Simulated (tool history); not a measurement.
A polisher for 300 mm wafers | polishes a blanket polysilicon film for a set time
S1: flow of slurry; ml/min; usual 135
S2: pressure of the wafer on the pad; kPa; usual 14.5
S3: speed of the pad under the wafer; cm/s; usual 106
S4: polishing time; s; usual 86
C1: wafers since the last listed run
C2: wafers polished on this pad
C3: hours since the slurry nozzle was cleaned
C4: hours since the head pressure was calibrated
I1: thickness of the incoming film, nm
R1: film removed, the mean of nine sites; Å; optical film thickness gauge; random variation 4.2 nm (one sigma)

run 1 hour=0 | S1=135 S2=14.5 S3=106 S4=86 | C1=0 C2=3489 C3=698.7 C4=412 | I1=2262.4 | R1=6327
run 2 hour=67.4 | S1=135 S2=14.5 S3=106 S4=86 | C1=530 C2=4019 C3=766.1 C4=479.4 | I1=2241.3 | R1=6288
-- hour=83.4 worn pad replaced by a new one
run 3 hour=153.7 | S1=135 S2=14.5 S3=106 S4=86 | C1=647 C2=553 C3=852.4 C4=565.7 | I1=2230.3 | R1=6323
-- hour=168.8 slurry nozzle cleaned
run 4 hour=217 | S1=135 S2=14.5 S3=106 S4=86 | C1=490 C2=1043 C3=48.2 C4=629 | I1=2269.9 | R1=6554
run 5 hour=273.3 | S1=135 S2=14.5 S3=106 S4=86 | C1=443 C2=1486 C3=104.5 C4=685.3 | I1=2239.9 | R1=6535
run 6 hour=331.2 | S1=135 S2=14.5 S3=106 S4=86 | C1=455 C2=1942 C3=162.4 C4=743.2 | I1=2271.9 | R1=6548
-- hour=347.1 head pressure recalibrated
run 7 hour=374.3 | S1=105 S2=14.5 S3=96 S4=86 | C1=323 C2=2266 C3=205.5 C4=27.2 | I1=2248.1 | R1=5624
run 8 hour=479.5 | S1=105 S2=14.5 S3=96 S4=86 | C1=828 C2=3094 C3=310.7 C4=132.4 | I1=2267 | R1=5530
-- hour=618.8 worn pad replaced by a new one
run 9 hour=744.3 | S1=105 S2=14.5 S3=96 S4=86 | C1=2053 C2=987 C3=575.5 C4=397.2 | I1=2233.2 | R1=5478
run 10 hour=809.7 | S1=135 S2=13.1 S3=106 S4=86 | C1=514 C2=1502 C3=640.9 C4=462.6 | I1=2291.1 | R1=5810
run 11 hour=894.1 | S1=135 S2=14.5 S3=120 S4=86 | C1=664 C2=2167 C3=725.3 C4=547 | I1=2247.6 | R1=6975
run 12 hour=989.5 | S1=160 S2=14.5 S3=106 S4=86 | C1=751 C2=2918 C3=820.7 C4=642.4 | I1=2274.3 | R1=6582
-- hour=1023.3 slurry nozzle cleaned
run 13 hour=1034.9 | S1=135 S2=14.5 S3=106 S4=86 | C1=349 C2=3267 C3=11.6 C4=687.8 | I1=2237.9 | R1=5891
-- hour=1037.5 head pressure recalibrated
-- hour=1083.4 worn pad replaced by a new one
run 14 hour=1095.6 | S1=135 S2=14.5 S3=106 S4=86 | C1=430 C2=96 C3=72.3 C4=58.1 | I1=2265.9 | R1=5801
run 15 hour=1210.5 | S1=135 S2=14.5 S3=106 S4=86 | C1=904 C2=1000 C3=187.2 C4=173 | I1=2288.4 | R1=5527
run 16 hour=1247.7 | S1=135 S2=14.5 S3=106 S4=86 | C1=292 C2=1293 C3=224.4 C4=210.2 | I1=2292.2 | R1=5477
run 17 hour=1288.8 | S1=135 S2=12.4 S3=106 S4=86 | C1=323 C2=1617 C3=265.5 C4=251.3 | I1=2227.4 | R1=4802
run 18 hour=1361.4 | S1=135 S2=14.5 S3=106 S4=86 | C1=571 C2=2188 C3=338.1 C4=323.9 | I1=2257.4 | R1=5296
run 19 hour=1422.8 | S1=165 S2=14.5 S3=140 S4=78 | C1=483 C2=2672 C3=399.5 C4=385.3 | I1=2232.3 | R1=6335
-- hour=1448.3 slurry nozzle cleaned, repeated, since the last time left the tool worse
run 20 hour=1484.2 | S1=135 S2=14.5 S3=126 S4=86 | C1=475 C2=3147 C3=35.9 C4=446.7 | I1=2207.1 | R1=7480
run 21 hour=1552.5 | S1=135 S2=16.5 S3=74 S4=86 | C1=537 C2=3685 C3=104.2 C4=515 | I1=2257.5 | R1=5758
-- hour=1613.1 worn pad replaced by a new one
run 22 hour=1647.6 | S1=135 S2=14.5 S3=132 S4=67 | C1=717 C2=271 C3=199.3 C4=610.1 | I1=2254.4 | R1=5871
run 23 hour=1690 | S1=175 S2=11.7 S3=86 S4=86 | C1=333 C2=605 C3=241.7 C4=652.5 | I1=2282.3 | R1=4991
run 24 hour=1759.7 | S1=135 S2=15.9 S3=106 S4=64 | C1=548 C2=1154 C3=311.4 C4=722.2 | I1=2270.9 | R1=5163
run 25 hour=1796.7 | S1=135 S2=17.2 S3=92 S4=61 | C1=291 C2=1445 C3=348.4 C4=759.2 | I1=2237 | R1=4798
-- hour=1867.6 head pressure recalibrated
run 26 hour=1877.1 | S1=135 S2=14.5 S3=106 S4=86 | C1=617 C2=2062 C3=428.8 C4=9.5 | I1=2277.5 | R1=6358
run 27 hour=1941.7 | S1=105 S2=16.5 S3=106 S4=99 | C1=508 C2=2571 C3=493.4 C4=74.1 | I1=2216 | R1=7621
run 28 hour=2048.1 | S1=90 S2=11 S3=106 S4=86 | C1=837 C2=3409 C3=599.8 C4=180.5 | I1=2249.9 | R1=4472
run 29 hour=2092.7 | S1=105 S2=14.5 S3=106 S4=86 | C1=351 C2=3760 C3=644.4 C4=225.1 | I1=2234.6 | R1=5796
-- hour=2112.9 worn pad replaced by a new one
run 30 hour=2142.3 | S1=120 S2=14.5 S3=106 S4=86 | C1=358 C2=231 C3=694 C4=274.7 | I1=2228.7 | R1=6127
run 31 hour=2200.8 | S1=135 S2=14.5 S3=84 S4=86 | C1=460 C2=692 C3=752.5 C4=333.2 | I1=2255.4 | R1=5400
run 32 hour=2307.9 | S1=135 S2=17.9 S3=92 S4=86 | C1=843 C2=1535 C3=859.6 C4=440.3 | I1=2281.1 | R1=6798
-- hour=2353.2 slurry nozzle cleaned
run 33 hour=2387.1 | S1=155 S2=14.5 S3=76 S4=86 | C1=615 C2=2151 C3=33.9 C4=519.5 | I1=2240.3 | R1=5472
run 34 hour=2434 | S1=135 S2=14.5 S3=106 S4=86 | C1=369 C2=2520 C3=80.8 C4=566.4 | I1=2258.2 | R1=6510

What the log doesn't show, run by run:
removal rate lost through wear of the pad, %: 0 in every run
deviation of the head's pressure from its setpoint, %: 0 in every run
H1: slurry flow missing at the pad, %
run=1 H1=19.9
run=2 H1=20.3
run=3 H1=20.6
run=4 H1=3.71
run=5 H1=6.94
run=6 H1=9.63
run=7 H1=11.3
run=8 H1=14.4
run=9 H1=18.5
run=10 H1=19
run=11 H1=19.5
run=12 H1=20
run=13 H1=36.7
run=14 H1=40.7
run=15 H1=46.1
run=16 H1=47.4
run=17 H1=48.7
run=18 H1=50.5
run=19 H1=51.7
run=20 H1=3.65
run=21 H1=7.66
run=22 H1=11.8
run=23 H1=13.2
run=24 H1=15.1
run=25 H1=16
run=26 H1=17.4
run=27 H1=18.3
run=28 H1=19.4
run=29 H1=19.8
run=30 H1=20.1
run=31 H1=20.4
run=32 H1=20.8
run=33 H1=3.73
run=34 H1=6.6

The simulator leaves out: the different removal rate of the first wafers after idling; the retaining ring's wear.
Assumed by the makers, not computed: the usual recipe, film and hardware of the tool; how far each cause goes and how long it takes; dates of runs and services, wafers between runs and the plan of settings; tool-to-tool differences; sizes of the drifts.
